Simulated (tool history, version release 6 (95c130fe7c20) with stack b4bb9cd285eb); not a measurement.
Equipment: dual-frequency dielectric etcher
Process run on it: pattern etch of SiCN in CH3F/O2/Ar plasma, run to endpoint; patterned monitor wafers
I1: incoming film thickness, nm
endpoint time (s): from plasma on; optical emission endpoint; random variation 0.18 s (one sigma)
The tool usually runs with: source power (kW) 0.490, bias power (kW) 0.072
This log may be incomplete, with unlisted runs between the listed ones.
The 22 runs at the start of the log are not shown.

{"run": 23, "hour": 663.1, "source power (kW)": 0.52, "bias power (kW)": 0.072, "I1": 11.24, "endpoint time (s)": 26.0}
{"run": 24, "hour": 697.4, "source power (kW)": 0.59, "bias power (kW)": 0.087, "I1": 11.44, "endpoint time (s)": 22.1}
{"run": 25, "hour": 731.5, "source power (kW)": 0.42, "bias power (kW)": 0.055, "I1": 11.28, "endpoint time (s)": 33.3}
{"run": 26, "hour": 751.0, "source power (kW)": 0.41, "bias power (kW)": 0.089, "I1": 11.27, "endpoint time (s)": 27.4}
{"run": 27, "hour": 785.0, "source power (kW)": 0.4, "bias power (kW)": 0.079, "I1": 11.32, "endpoint time (s)": 29.2}
{"run": 28, "hour": 806.7, "source power (kW)": 0.55, "bias power (kW)": 0.089, "I1": 11.39, "endpoint time (s)": 23.0}
{"run": 29, "hour": 819.0, "source power (kW)": 0.49, "bias power (kW)": 0.072, "I1": 11.24, "endpoint time (s)": 27.1}
{"run": 30, "hour": 841.3, "source power (kW)": 0.38, "bias power (kW)": 0.083, "I1": 11.25, "endpoint time (s)": 29.4}
{"hour": 886.5, "done": "wet clean of the chamber"}
{"run": 31, "hour": 887.0, "source power (kW)": 0.49, "bias power (kW)": 0.072, "I1": 11.28, "endpoint time (s)": 25.4}
{"run": 32, "hour": 898.7, "source power (kW)": 0.4, "bias power (kW)": 0.067, "I1": 11.32, "endpoint time (s)": 30.2}
{"run": 33, "hour": 922.3, "source power (kW)": 0.43, "bias power (kW)": 0.083, "I1": 11.32, "endpoint time (s)": 25.9}
{"run": 34, "hour": 934.7, "source power (kW)": 0.44, "bias power (kW)": 0.072, "I1": 11.32, "endpoint time (s)": 27.4}
{"run": 35, "hour": 947.7, "source power (kW)": 0.41, "bias power (kW)": 0.072, "I1": 11.17, "endpoint time (s)": 28.2}
{"run": 36, "hour": 968.7, "source power (kW)": 0.55, "bias power (kW)": 0.081, "I1": 11.22, "endpoint time (s)": 22.3}

3 ways to go on from here, each from the tool as it stands after run 36. What would each give?
{"run": "A", "hour": 969.1, "source power (kW)": 0.42, "bias power (kW)": 0.072, "I1": 11.4, "endpoint time (s)": "?"}
{"run": "B", "hour": 969.1, "source power (kW)": 0.6, "bias power (kW)": 0.085, "I1": 11.4, "endpoint time (s)": "?"}
{"run": "C", "hour": 969.1, "source power (kW)": 0.49, "bias power (kW)": 0.061, "I1": 11.4, "endpoint time (s)": "?"}

run=A endpoint_time_(s)=28.4
run=B endpoint_time_(s)=21.2
run=C endpoint_time_(s)=28.0
Without the tool's unlogged condition, the same runs would have read:
run=A endpoint_time_(s)=28.2
run=B endpoint_time_(s)=21.0
run=C endpoint_time_(s)=27.7
